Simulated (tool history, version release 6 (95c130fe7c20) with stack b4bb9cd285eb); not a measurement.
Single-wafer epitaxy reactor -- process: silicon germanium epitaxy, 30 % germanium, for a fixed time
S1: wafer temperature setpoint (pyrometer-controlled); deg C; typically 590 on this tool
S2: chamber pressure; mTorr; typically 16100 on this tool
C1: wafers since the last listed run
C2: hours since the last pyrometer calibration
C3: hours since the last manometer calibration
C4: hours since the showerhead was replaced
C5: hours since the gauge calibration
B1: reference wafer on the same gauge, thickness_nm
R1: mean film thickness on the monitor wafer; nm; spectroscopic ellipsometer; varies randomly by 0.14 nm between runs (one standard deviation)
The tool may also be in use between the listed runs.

| run | day | S1 | S2 | C1 | C2 | C3 | C4 | C5 | B1 | R1 |
|---|---|---|---|---|---|---|---|---|---|---|
| 1 | 0.000 | 590 | 16100 | 0 | 616.0 | 1621.5 | 4877.8 | 418.6 | 37.868 | 47.173 |
| 2 | 1.450 | 590 | 16100 | 734 | 650.8 | 1656.3 | 4912.6 | 453.4 | 37.922 | 47.032 |
| 3 | 3.346 | 590 | 16100 | 960 | 696.3 | 1701.8 | 4958.1 | 498.9 | 37.878 | 47.183 |
| 4 | 4.583 | 590 | 16100 | 627 | 726.0 | 1731.5 | 4987.8 | 528.6 | 37.930 | 47.214 |
| 5 | 5.754 | 590 | 16100 | 593 | 754.1 | 1759.6 | 5015.9 | 556.7 | 37.948 | 47.044 |
| 6 | 6.875 | 590 | 17700 | 568 | 781.0 | 1786.5 | 5042.8 | 583.6 | 37.909 | 48.942 |
| 7 | 9.771 | 590 | 16100 | 1467 | 850.5 | 1856.0 | 5112.3 | 653.1 | 37.894 | 47.147 |
| 8 | 11.588 | 590 | 16100 | 920 | 894.1 | 1899.6 | 5155.9 | 696.7 | 37.888 | 47.390 |
| 9 | 13.867 | 590 | 16100 | 1155 | 948.8 | 1954.3 | 5210.6 | 751.4 | 37.868 | 47.212 |
| 10 | 16.692 | 590 | 14300 | 1431 | 1016.6 | 2022.1 | 5278.4 | 819.2 | 37.922 | 45.197 |
| 11 | 19.212 | 594 | 16100 | 1277 | 1077.1 | 2082.6 | 5338.9 | 879.7 | 37.916 | 51.525 |
| 12 | 20.529 | 594 | 16100 | 667 | 1108.7 | 2114.2 | 5370.5 | 911.3 | 37.892 | 51.451 |
| 13 | 23.054 | 594 | 16100 | 1279 | 1169.3 | 2174.8 | 5431.1 | 971.9 | 37.893 | 51.321 |
|  | 25.171 | capacitance manometer re-zeroed and calibrated |
| 14 | 25.192 | 601 | 19400 | 914 | 1220.6 | 0.5 | 5482.4 | 1023.2 | 37.846 | 63.876 |
| 15 | 27.038 | 590 | 16100 | 935 | 1264.9 | 44.8 | 5526.7 | 1067.5 | 37.906 | 47.155 |
| 16 | 29.067 | 603 | 18900 | 1028 | 1313.6 | 93.5 | 5575.4 | 1116.2 | 37.956 | 65.776 |
|  | 30.317 | gauge calibrated |
| 17 | 30.633 | 590 | 16100 | 794 | 1351.2 | 131.1 | 5613.0 | 7.6 | 37.955 | 46.917 |
| 18 | 32.708 | 590 | 16100 | 1051 | 1401.0 | 180.9 | 5662.8 | 57.4 | 37.902 | 47.226 |
|  | 34.233 | showerhead replaced |
|  | 35.929 | pyrometer calibrated |
| 19 | 35.950 | 576 | 16100 | 1305 | 0.5 | 258.7 | 41.2 | 135.2 | 37.931 | 34.780 |
| 20 | 37.912 | 595 | 16100 | 994 | 47.6 | 305.8 | 88.3 | 182.3 | 37.870 | 52.474 |
| 21 | 40.325 | 579 | 17400 | 1222 | 105.5 | 363.7 | 146.2 | 240.2 | 37.841 | 38.370 |
| 22 | 42.508 | 603 | 16100 | 1106 | 157.9 | 416.1 | 198.6 | 292.6 | 37.850 | 61.526 |
| 23 | 48.462 | 590 | 16100 | 3018 | 300.8 | 559.0 | 341.5 | 435.5 | 37.888 | 47.294 |
| 24 | 50.721 | 584 | 18300 | 1144 | 355.0 | 613.2 | 395.7 | 489.7 | 37.923 | 43.300 |
| 25 | 53.100 | 603 | 18800 | 1205 | 412.1 | 670.3 | 452.8 | 546.8 | 37.847 | 65.599 |
| 26 | 55.321 | 579 | 14000 | 1125 | 465.4 | 723.6 | 506.1 | 600.1 | 37.945 | 35.393 |
| 27 | 56.492 | 579 | 17500 | 593 | 493.5 | 751.7 | 534.2 | 628.2 | 37.843 | 38.523 |

What differs in the tool's unlogged condition from the final listed run ahead of each entry between runs to the first listed run following it?
From run 13 to run 14: capacitance manometer re-zeroed and calibrated (day 25.171)
  both runs share identical hidden conditions
From run 16 to run 17: gauge calibrated (day 30.317)
  both runs share identical hidden conditions
From run 18 to run 19: showerhead replaced (day 34.233); pyrometer calibrated (day 35.929)
  both runs share identical hidden conditions
